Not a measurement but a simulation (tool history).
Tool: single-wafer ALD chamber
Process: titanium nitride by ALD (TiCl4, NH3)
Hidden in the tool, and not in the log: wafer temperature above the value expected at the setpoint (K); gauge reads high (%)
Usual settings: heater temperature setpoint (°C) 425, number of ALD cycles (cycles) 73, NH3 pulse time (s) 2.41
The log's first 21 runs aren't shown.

| run | hour | heater temperature setpoint (°C) | number of ALD cycles (cycles) | NH3 pulse time (s) | wafers since the last listed run | hours since the last thermocouple change | hours since the showerhead was replaced | hours since the gauge calibration | read-back reference wafer on the same gauge, thickness_nm | mean film thickness on the monitor wafer (angstrom) |
|---|---|---|---|---|---|---|---|---|---|---|
| 22 | 276.5 | 425 | 67 | 1.45 | 25 | 122.3 | 108.4 | 19.4 | 1.652 | 14.99 |
| 23 | 290.9 | 425 | 86 | 2.41 | 46 | 136.7 | 122.8 | 33.8 | 1.653 | 19.62 |
| 24 | 306.2 | 425 | 73 | 2.41 | 49 | 152 | 138.1 | 49.1 | 1.654 | 16.64 |
| 25 | 313.9 | 425 | 73 | 2.41 | 24 | 159.7 | 145.8 | 56.8 | 1.655 | 16.59 |
| 26 | 327.7 | 425 | 77 | 1.8 | 44 | 173.5 | 159.6 | 70.6 | 1.655 | 17.46 |
| 27 | 338.9 | 414 | 80 | 2.41 | 36 | 184.7 | 170.8 | 81.8 | 1.657 | 18.23 |
| 28 | 355.7 | 412 | 73 | 2.41 | 54 | 201.5 | 187.6 | 98.6 | 1.657 | 16.66 |
| 29 | 373.2 | 420 | 80 | 3.36 | 56 | 219 | 205.1 | 116.1 | 1.659 | 18.42 |
| 30 | 391 | 412 | 87 | 3.06 | 57 | 236.8 | 222.9 | 133.9 | 1.659 | 20 |
| 31 | 401.3 | 437 | 78 | 3.37 | 33 | 247.1 | 233.2 | 144.2 | 1.661 | 17.96 |
| 32 | 407.9 | 429 | 69 | 1.66 | 21 | 253.7 | 239.8 | 150.8 | 1.661 | 15.5 |
| 33 | 417.1 | 425 | 73 | 2.41 | 29 | 262.9 | 249 | 160 | 1.661 | 16.72 |
| 34 | 424.5 | 425 | 78 | 2.41 | 24 | 270.3 | 256.4 | 167.4 | 1.661 | 17.93 |
| 35 | 434.1 | 425 | 73 | 2.84 | 31 | 279.9 | 266 | 177 | 1.662 | 16.86 |
| 36 | 448.3 | 422 | 73 | 2.41 | 46 | 294.1 | 280.2 | 191.2 | 1.663 | 16.76 |
| 37 | 463.7 | 425 | 73 | 2.41 | 49 | 309.5 | 295.6 | 206.6 | 1.665 | 16.76 |
| 38 | 480.4 | 435 | 67 | 1.5 | 54 | 326.2 | 312.3 | 223.3 | 1.666 | 15.19 |
| 39 | 487.3 | 425 | 73 | 2.41 | 22 | 333.1 | 319.2 | 230.2 | 1.667 | 16.78 |

Forecast each of these 3 alternatives for the next run:
| A | 487.9 | 425 | 73 | 2.41 | 1 | 333.7 | 319.8 | 230.8 | ? | ? |
| B | 487.9 | 435 | 61 | 2.02 | 1 | 333.7 | 319.8 | 230.8 | ? | ? |
| C | 487.9 | 439 | 69 | 1.97 | 1 | 333.7 | 319.8 | 230.8 | ? | ? |

| run | read-back reference wafer on the same gauge, thickness_nm | mean film thickness on the monitor wafer (angstrom) |
|---|---|---|
| A | 1.666 | 16.8 |
| B | 1.666 | 13.96 |
| C | 1.666 | 15.78 |
Without the tool's hidden state the same runs would have given:
| run | mean film thickness on the monitor wafer (angstrom) |
|---|---|
| A | 16.64 |
| B | 13.83 |
| C | 15.63 |
